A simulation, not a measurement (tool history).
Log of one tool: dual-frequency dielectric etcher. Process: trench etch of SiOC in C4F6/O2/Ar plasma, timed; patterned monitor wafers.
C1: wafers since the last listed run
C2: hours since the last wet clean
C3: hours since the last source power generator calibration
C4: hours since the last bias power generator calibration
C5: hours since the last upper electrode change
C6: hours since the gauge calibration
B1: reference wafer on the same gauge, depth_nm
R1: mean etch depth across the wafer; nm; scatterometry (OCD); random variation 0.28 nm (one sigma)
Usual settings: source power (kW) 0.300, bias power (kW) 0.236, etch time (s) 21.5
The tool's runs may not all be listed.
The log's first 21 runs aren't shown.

Run 22, hour 1780.3: usual settings but etch time (s) 18.0; C1 1535; C2 114.1; C3 1145.9; C4 1412.5; C5 489.5; C6 438.5; B1 38.41. Result: R1 36.56 nm.
Run 23, hour 1887.0: usual settings but source power (kW) 0.370, bias power (kW) 0.182; C1 1814; C2 220.8; C3 1252.6; C4 1519.2; C5 596.2; C6 545.2; B1 38.45. Result: R1 44.69 nm.
Run 24, hour 1939.2: usual settings but etch time (s) 26.0; C1 887; C2 273.0; C3 1304.8; C4 1571.4; C5 648.4; C6 597.4; B1 38.37. Result: R1 53.33 nm.
Run 25, hour 2020.4: usual settings but etch time (s) 19.0; C1 1380; C2 354.2; C3 1386.0; C4 1652.6; C5 729.6; C6 678.6; B1 38.40. Result: R1 38.56 nm.
Run 26, hour 2069.2: usual settings but source power (kW) 0.220, etch time (s) 24.0; C1 829; C2 403.0; C3 1434.8; C4 1701.4; C5 778.4; C6 727.4; B1 38.37. Result: R1 44.53 nm.
Run 27, hour 2119.7: usual settings; C1 858; C2 453.5; C3 1485.3; C4 1751.9; C5 828.9; C6 777.9; B1 38.40. Result: R1 44.70 nm.
At hour 2206.1: wet clean of the chamber.
Run 28, hour 2220.1: usual settings; C1 1299; C2 14.0; C3 1585.7; C4 1852.3; C5 929.3; C6 878.3; B1 38.40. Result: R1 43.43 nm.
Run 29, hour 2311.3: usual settings but source power (kW) 0.380, bias power (kW) 0.280; C1 1550; C2 105.2; C3 1676.9; C4 1943.5; C5 1020.5; C6 969.5; B1 38.38. Result: R1 49.70 nm.
Run 30, hour 2410.8: usual settings but source power (kW) 0.360, bias power (kW) 0.208, etch time (s) 27.0; C1 1691; C2 204.7; C3 1776.4; C4 2043.0; C5 1120.0; C6 1069.0; B1 38.35. Result: R1 57.96 nm.

3 ways to go on from here, each from the tool as it stands after run 30. What would each give?
Run A, hour 2411.2: usual settings; C1 6; C2 205.1; C3 1776.8; C4 2043.4; C5 1120.4; C6 1069.4; B1 ?. Result: R1 ?.
Run B, hour 2411.2: usual settings but bias power (kW) 0.259, etch time (s) 17.5; C1 6; C2 205.1; C3 1776.8; C4 2043.4; C5 1120.4; C6 1069.4; B1 ?. Result: R1 ?.
Run C, hour 2411.2: usual settings but source power (kW) 0.270, bias power (kW) 0.196, etch time (s) 18.0; C1 6; C2 205.1; C3 1776.8; C4 2043.4; C5 1120.4; C6 1069.4; B1 ?. Result: R1 ?.

run     B1     R1
  A  38.38  44.22
  B  38.38  36.84
  C  38.38  34.06
Without the tool's hidden state the same runs would have given:
run     R1
  A  43.53
  B  36.28
  C  33.53
